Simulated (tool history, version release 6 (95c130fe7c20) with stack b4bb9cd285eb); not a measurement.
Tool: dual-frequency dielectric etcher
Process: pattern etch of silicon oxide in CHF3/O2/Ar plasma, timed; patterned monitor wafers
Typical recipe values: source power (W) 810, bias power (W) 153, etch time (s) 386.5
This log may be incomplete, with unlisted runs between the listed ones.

run    hour  source power (W)  bias power (W)  etch time (s)  read-back reference wafer on the same gauge, depth_nm  mean etch depth across the wafer (nm)
  1       0               680             153          386.5                                                  851.2                                  789.1
  2    92.1               680             153          386.5                                                  853.3                                  778.4
      145.3  -- gauge calibrated
  3     153               810             153          386.5                                                  829.4                                  818.1
      236.7  -- wet clean of the chamber
  4   249.8               810             153          386.5                                                  830.5                                  821.1
      254.5  -- source power generator calibrated
      314.9  -- bias power generator calibrated
  5   326.4               810             153          386.5                                                  830.8                                  821.9
  6   366.2               810             153          386.5                                                  831.1                                  825.8
  7   420.2               810             178            317                                                  830.7                                    708
  8   509.6               680             153          386.5                                                  831.4                                  762.8
  9   609.1               640             153          386.5                                                  833.3                                  746.8
 10   668.7               640             153          386.5                                                  832.9                                  747.2
 11   722.6               810             166            278                                                  833.1                                  604.7
 12   784.8               870             188          386.5                                                  835.3                                  915.1
        861  -- wet clean of the chamber
      931.2  -- upper electrode replaced
 13   931.7               880             128          469.5                                                  835.3                                  994.9
 14   998.6               810             141          324.5                                                  835.6                                  678.7
 15    1051               990             141            332                                                  835.2                                  766.7
 16  1115.6               880             142            483                                                  837.4                                 1056.7
 17  1157.4               690             165          282.5                                                    836                                  577.1
 18  1204.7               810             142            424                                                  837.4                                  889.3
 19  1308.2               660             132          440.5                                                    838                                  836.2
 20    1348               810             188          386.5                                                    839                                  884.4
 21    1418               810             153            468                                                  839.1                                 1007.1
 22  1476.3               680             134          345.5                                                  840.1                                  661.2
 23    1537               810             153          386.5                                                  840.8                                  841.4
     1569.5  -- wet clean of the chamber
 24  1622.1               620             167          386.5                                                  840.8                                  760.8
 25  1659.5               810             153          386.5                                                  841.3                                  825.4
 26  1712.7               810             153            329                                                    841                                    700
 27  1772.3               810             153          386.5                                                  843.1                                  845.6
 28  1856.5               880             172          386.5                                                  842.5                                    895
 29  1943.4               620             130          276.5                                                  844.6                                  507.2

Predict each of these 4 candidate next runs independently; none follows another, all start after run 29:
  A  1943.9               810             153          386.5                                                      ?                                      ?
  B  1943.9               880             142          446.5                                                      ?                                      ?
  C  1943.9               920             190            435                                                      ?                                      ?
  D  1943.9               910             119            496                                                      ?                                      ?

run  read-back reference wafer on the same gauge, depth_nm  mean etch depth across the wafer (nm)
  A                                                  843.3                                  833.8
  B                                                  843.3                                  975.9
  C                                                  843.3                                 1054.8
  D                                                  843.3                                 1047.6
Without the tool's unlogged condition, the same runs would have read:
run  mean etch depth across the wafer (nm)
  A                                  819.9
  B                                  959.8
  C                                 1037.3
  D                                 1030.2
